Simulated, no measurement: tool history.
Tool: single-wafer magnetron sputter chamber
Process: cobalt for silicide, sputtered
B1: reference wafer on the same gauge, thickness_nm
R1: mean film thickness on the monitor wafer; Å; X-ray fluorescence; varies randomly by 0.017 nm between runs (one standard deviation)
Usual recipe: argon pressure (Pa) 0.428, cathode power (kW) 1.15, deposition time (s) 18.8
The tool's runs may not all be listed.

Run 1, day 0: usual settings but cathode power (kW) 1.2; B1 11.599. Result: R1 114.3 Å.
Run 2, day 0.333: usual settings; B1 11.597. Result: R1 110.81 Å.
Run 3, day 1.038: usual settings; B1 11.6. Result: R1 110.57 Å.
Run 4, day 1.308: usual settings; B1 11.601. Result: R1 110.61 Å.
Run 5, day 1.604: usual settings but argon pressure (Pa) 0.481; B1 11.598. Result: R1 108.31 Å.
At day 3.692: sputter target and shields replaced.
Run 6, day 3.712: usual settings; B1 11.598. Result: R1 112.65 Å.
Run 7, day 4.146: usual settings; B1 11.601. Result: R1 112.62 Å.
Run 8, day 4.475: usual settings; B1 11.599. Result: R1 112.77 Å.
Run 9, day 4.896: usual settings but deposition time (s) 19.6; B1 11.599. Result: R1 117.61 Å.
At day 5.625: capacitance manometer re-zeroed and calibrated.
At day 5.925: magnet pack replaced.
Run 10, day 5.946: usual settings but deposition time (s) 17.1; B1 11.598. Result: R1 102.06 Å.

Run 11 comes next. What will it give?
Run 11, day 6.021: usual settings; B1 ?. Result: R1 ?.

B1: 11.599
R1: 112.3 Å
With no hidden state in the tool, this same run would have given R1 112.97 Å.
